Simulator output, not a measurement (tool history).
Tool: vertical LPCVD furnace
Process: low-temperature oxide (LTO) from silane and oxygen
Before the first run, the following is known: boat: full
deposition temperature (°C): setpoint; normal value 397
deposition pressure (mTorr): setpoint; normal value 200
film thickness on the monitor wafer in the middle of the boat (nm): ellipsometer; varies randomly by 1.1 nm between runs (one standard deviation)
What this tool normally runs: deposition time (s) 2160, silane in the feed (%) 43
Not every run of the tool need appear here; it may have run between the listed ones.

run,hour,deposition temperature (°C),deposition pressure (mTorr),deposition time (s),silane in the feed (%),"read-back reference wafer on the same gauge, thickness",film thickness on the monitor wafer in the middle of the boat (nm)
1,0,397,200,2430,43,287.61,372.92
2,52.5,397,200,2160,43,288.07,332.6
3,119.7,397,200,2160,43,287.84,329.7
4,170.4,397,200,2160,43,287.78,328.98
5,221.8,397,200,2160,43,288.29,328.32
6,284.7,397,200,1650,43,287.71,251.64
7,328.8,397,200,1650,43,287.79,252.79
8,394.1,385,200,2160,43,288.35,286.71
9,478.1,397,200,2160,43,288.05,330.44
10,547.7,397,200,2160,43,287.78,329.46
11,609.8,397,200,2160,43,287.64,328.38
12,778.9,397,200,1830,49,288.18,328.59
13,847.8,397,200,2160,43,288.28,339.65
14,915.8,397,200,2160,43,288.09,341.91
15,985,393,230,2160,47,287.78,411.75
16,1036.8,385,245,2160,43,288.19,362.42
17,1076.5,397,200,2160,43,287.58,339.16
18,1099.9,397,245,1530,39,287.85,262.31
19,1127.2,397,200,2160,43,288.17,340.49
20,1177.6,397,235,1590,43,287.78,291.63
21,1236.8,397,200,2160,43,288.24,338.03
22,1278.4,397,245,2160,43,287.98,413.09
23,1329,397,200,2160,48,287.54,378.15
24,1371.2,386,200,2640,49,287.92,417.44
25,1564.6,403,250,1470,46,288.07,327.21
26,1602.8,397,230,2460,41,287.66,415.46
27,1648.3,397,200,2160,43,287.68,334.84
28,1676.8,387,220,2610,39,288.18,351.57
29,1711.1,392,170,1680,47,287.87,230.16
30,1771.1,405,200,2160,43,288.29,365.6
31,1828.5,397,155,2700,41,288.22,305.63

Not shown here: 4 entries made in the log between runs. Locate each between two listed runs and compare the hidden state at the listed run before it with the hidden state at the listed run after it:
Run 2 -> run 3: gauge calibrated (hour 59.8)
  deviation of the silane flow from its setpoint, %: -5.1 -> -5.14
  measured result minus the result with no hidden state, film thickness on the monitor wafer in the middle of the boat (nm): -11.5 -> -11.47
Run 11 -> run 12: silane flow controller replaced (hour 774)
  deviation of the silane flow from its setpoint, %: -5.33 -> 0.145
  measured result minus the result with no hidden state, film thickness on the monitor wafer in the middle of the boat (nm): -11.9 -> +0.21
Run 15 -> run 16: pressure gauge zeroed (hour 1036.3)
  deviation of the silane flow from its setpoint, %: -0.819 -> -1.04
  measured result minus the result with no hidden state, film thickness on the monitor wafer in the middle of the boat (nm): -1.76 -> -2.5
Run 16 -> run 17: thermocouples replaced and temperature profile calibrated (hour 1076)
  deviation of the silane flow from its setpoint, %: -1.04 -> -1.2
  measured result minus the result with no hidden state, film thickness on the monitor wafer in the middle of the boat (nm): -2.5 -> -2.6
